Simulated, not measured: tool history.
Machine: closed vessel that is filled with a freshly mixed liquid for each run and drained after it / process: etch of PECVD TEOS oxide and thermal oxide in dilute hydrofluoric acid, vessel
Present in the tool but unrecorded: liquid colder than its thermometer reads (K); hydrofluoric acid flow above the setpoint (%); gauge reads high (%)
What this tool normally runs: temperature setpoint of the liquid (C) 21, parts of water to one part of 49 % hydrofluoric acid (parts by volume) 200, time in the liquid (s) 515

run,hour,temperature setpoint of the liquid (C),parts of water to one part of 49 % hydrofluoric acid (parts by volume),time in the liquid (s),wafers since the last listed run,hours since the thermometer was replaced,hours since the hydrofluoric acid flow meter was replaced,hours since the gauge calibration,"read-back film thickness of the PECVD TEOS oxide reference wafer, read on the same gauge (nm)","read-back film thickness of the thermal oxide reference wafer, read on the same gauge (nm)",thickness taken off the PECVD TEOS oxide on a monitor wafer (Å),thickness taken off the thermal oxide on a monitor wafer (Å)
1,0,21,200,515,0,377.7,1602.4,1045,29.97,130.05,290.8,106.6
2,60.4,21,200,515,3343,438.1,1662.8,1105.4,30,130,292.8,106.8
3,100.9,21,200,515,2241,478.6,1703.3,1145.9,29.96,130,293,106.9
4,145,21,200,705,2440,522.7,1747.4,1190,29.95,130,401.1,145.3
5,201.5,21,200,705,3127,579.2,1803.9,1246.5,30.03,130.02,404.5,146.5
6,244.4,21,125,515,2374,622.1,1846.8,1289.4,29.97,129.98,505.5,183.2
# hour 269.1: thermometer replaced
7,309.5,21,230,515,3547,40.4,1911.9,1354.5,29.98,130.05,248.3,90.6
8,349.3,21,230,515,2202,80.2,1951.7,1394.3,29.96,129.99,248.7,90.8
9,411.1,19,200,690,3420,142,2013.5,1456.1,29.96,130.01,364.6,132.2
# hour 417: hydrofluoric acid flow meter replaced
10,599,21,200,515,10344,329.9,182,1644,29.99,129.99,282.2,102.1
11,647.7,17,140,780,2695,378.6,230.7,1692.7,29.99,129.99,553,201.7
12,679.3,17,200,235,1749,410.2,262.3,1724.3,29.95,129.96,110.6,40
13,747.5,21,200,515,3774,478.4,330.5,1792.5,30.01,129.96,282,102.8
14,785.6,21,200,515,2108,516.5,368.6,1830.6,30.02,129.99,281.3,102.7
15,815,21,255,715,1627,545.9,398,1860,30.01,129.96,292.8,106.2
16,871.4,23,100,760,3121,602.3,454.4,1916.4,30.01,130.02,1003.2,366.6
# hour 904: gauge calibrated
17,908.2,21,165,515,2036,639.1,491.2,4.2,30,130.03,354.2,130.4
18,938.6,23.5,295,515,1682,669.5,521.6,34.6,29.95,130.02,192.8,70
19,979.1,24.5,240,345,2241,710,562.1,75.1,29.96,130,172.6,62.9
# hour 987: thermometer replaced
20,1019.7,17,200,685,2191,32.7,602.7,115.7,29.99,130.03,325.6,117.6
21,1070.8,19.5,280,515,2828,83.8,653.8,166.8,30.03,129.97,177.7,64.9
22,1124.4,24,255,235,2966,137.4,707.4,220.4,29.97,129.98,109,39.2
23,1154.6,22.5,120,515,1671,167.6,737.6,250.6,30.05,130.02,549.7,200.3
24,1205,21,200,515,2789,218,788,301,29.99,130.02,285,104.3
25,1259.3,21,200,710,3005,272.3,842.3,355.3,30.03,130.01,394.1,143.6
26,1445,23,295,685,10278,458,1028,541,29.96,129.98,253.6,92.2

4 options for the next run, each taken on its own from the tool as it stands now. Forecast them:
A,1445.8,23.5,200,515,44,458.8,1028.8,541.8,?,?,?,?
B,1445.8,17,260,745,44,458.8,1028.8,541.8,?,?,?,?
C,1445.8,23,120,770,44,458.8,1028.8,541.8,?,?,?,?
D,1445.8,25.5,275,425,44,458.8,1028.8,541.8,?,?,?,?

run,"read-back film thickness of the PECVD TEOS oxide reference wafer, read on the same gauge (nm)","read-back film thickness of the thermal oxide reference wafer, read on the same gauge (nm)",thickness taken off the PECVD TEOS oxide on a monitor wafer (Å),thickness taken off the thermal oxide on a monitor wafer (Å)
A,29.99,129.96,317.5,115.2
B,29.99,129.96,260.8,94.7
C,29.99,129.96,846.8,307.4
D,29.99,129.96,189.6,68.8
Had the tool no hidden state, the same runs would have come out as:
run,thickness taken off the PECVD TEOS oxide on a monitor wafer (Å),thickness taken off the thermal oxide on a monitor wafer (Å)
A,309.2,112.2
B,253.9,92.2
C,826.1,299.9
D,184.3,66.9

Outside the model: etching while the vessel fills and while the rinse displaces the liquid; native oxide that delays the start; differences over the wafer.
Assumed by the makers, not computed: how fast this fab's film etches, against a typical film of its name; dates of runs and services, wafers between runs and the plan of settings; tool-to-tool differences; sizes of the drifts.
